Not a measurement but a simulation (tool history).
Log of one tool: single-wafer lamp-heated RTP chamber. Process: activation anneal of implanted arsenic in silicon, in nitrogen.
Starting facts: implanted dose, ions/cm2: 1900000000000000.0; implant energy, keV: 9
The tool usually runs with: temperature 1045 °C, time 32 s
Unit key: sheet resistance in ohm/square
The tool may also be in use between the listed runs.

run	hour	temperature	time	read-back reference wafer on the same gauge, sheet resistance	sheet resistance
1	0	1055	32	96.98	74.85
2	20.1	1055	32	97.07	74.76
3	60.4	1055	32	97.11	74.32
4	82.1	1052	47	97	69.71
# hour 100.3: reflector plate cleaned
5	100.6	1052	47	97.03	71.02
6	187.9	1045	32	96.98	78.95
7	270.3	1045	32	97.08	78.72
8	295	1045	32	97.08	78.34
# hour 315.5: pyrometer window cleaned and pyrometer calibrated
9	316.8	1045	32	96.99	79.76
10	343	1045	32	96.98	79.75
11	372.4	1045	32	96.97	79.42
12	399.9	1045	32	96.98	79.16
13	503	1045	19	96.97	89.4
14	524.7	1056	15	97.05	88.29
15	552.3	1045	32	97.01	78.38
# hour 582.3: reflector plate cleaned
16	588	1045	15	97.06	95.95
17	616	1015	42	97.09	89.7
18	636.7	1033	18	96.98	99.25
# hour 661.1: gauge calibrated
19	670.7	1022	32	96.96	91.2
20	693.8	1045	32	96.99	78.82
# hour 706.5: pyrometer window cleaned and pyrometer calibrated
21	727.8	1045	32	97.01	80.04
22	740	1056	48	96.9	68.53
23	775.4	1065	47	96.91	65.98
24	794.2	1058	24	96.95	78.54
25	857.7	1056	32	97.06	73.86
26	887.5	1062	39	96.88	68.57
27	901.4	1045	32	96.99	78.67

For each run, the measured value with the value that run would have given without the tool's hidden condition subtracted. The run-to-run variation is shared by both, the gauge scatter possibly not:
The tool's hidden condition here consists of: true wafer temperature minus pyrometer reading, K; wafer temperature error from the tarnished reflector plate, K; gauge reads high (%).
run	sheet resistance
1	-2.06
2	-2.17
3	-2.35
4	-2.08
5	-0.81
6	-2.28
7	-3.1
8	-3.3
9	-1.71
10	-1.92
11	-2.12
12	-2.3
13	-3.61
14	-3.55
15	-3.18
16	-2.52
17	-3.18
18	-3.76
19	-4.08
20	-3.27
21	-1.72
22	-1.27
23	-1.29
24	-2.2
25	-2.38
26	-2.09
27	-3.02
